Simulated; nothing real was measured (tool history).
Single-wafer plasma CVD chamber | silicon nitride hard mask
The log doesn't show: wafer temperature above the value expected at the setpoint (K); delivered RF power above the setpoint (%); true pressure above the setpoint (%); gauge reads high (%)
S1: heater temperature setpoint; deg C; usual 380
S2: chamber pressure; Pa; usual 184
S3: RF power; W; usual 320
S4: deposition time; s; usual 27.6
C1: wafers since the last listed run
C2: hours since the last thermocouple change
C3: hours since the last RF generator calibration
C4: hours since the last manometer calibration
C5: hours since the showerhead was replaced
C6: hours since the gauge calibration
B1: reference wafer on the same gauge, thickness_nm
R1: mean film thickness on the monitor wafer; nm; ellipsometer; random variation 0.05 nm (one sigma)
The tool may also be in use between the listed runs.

run	hour	S1	S2	S3	S4	C1	C2	C3	C4	C5	C6	B1	R1
1	0	380	184	320	27.6	0	778.5	1329.5	2017.9	7368	87.8	33.201	32.14
2	30.1	384	159	320	27.6	799	808.6	1359.6	2048	7398.1	117.9	33.194	30.213
3	45.2	384	159	320	27.6	400	823.7	1374.7	2063.1	7413.2	133	33.202	30.159
4	57.8	384	159	320	27.6	334	836.3	1387.3	2075.7	7425.8	145.6	33.199	30.229
5	86.6	380	184	320	27.6	764	865.1	1416.1	2104.5	7454.6	174.4	33.203	32.255
6	114.7	380	184	320	27.6	746	893.2	1444.2	2132.6	7482.7	202.5	33.193	32.211
7	133.4	380	184	320	27.6	496	911.9	1462.9	2151.3	7501.4	221.2	33.185	32.261
8	147.5	380	184	320	27.6	374	926	1477	2165.4	7515.5	235.3	33.196	32.325
9	180.2	380	184	320	27.6	868	958.7	1509.7	2198.1	7548.2	268	33.191	32.288
# hour 195: capacitance manometer re-zeroed and calibrated
# hour 199.7: RF generator calibrated
10	201.3	380	184	320	27.6	223	979.8	1.6	6.3	7569.3	289.1	33.21	33.1
# hour 228.5: thermocouple changed; heater temperature recalibrated
11	243	388	160	270	32.2	894	14.5	43.3	48	7611	330.8	33.193	32.377
12	255.3	394	161	320	27.6	326	26.8	55.6	60.3	7623.3	343.1	33.19	30.837
13	269.2	369	196	260	26.1	369	40.7	69.5	74.2	7637.2	357	33.208	28.136
14	301.6	380	184	355	27.6	860	73.1	101.9	106.6	7669.6	389.4	33.211	34.833

Forecast run 15:
# hour 323.7: showerhead replaced
15	324.2	380	184	320	27.6	387	95.7	124.5	129.2	0.5	412	?	?

B1: 33.197
R1: 32.66 nm
Without the tool's hidden state the same run would have given R1 33.094 nm.
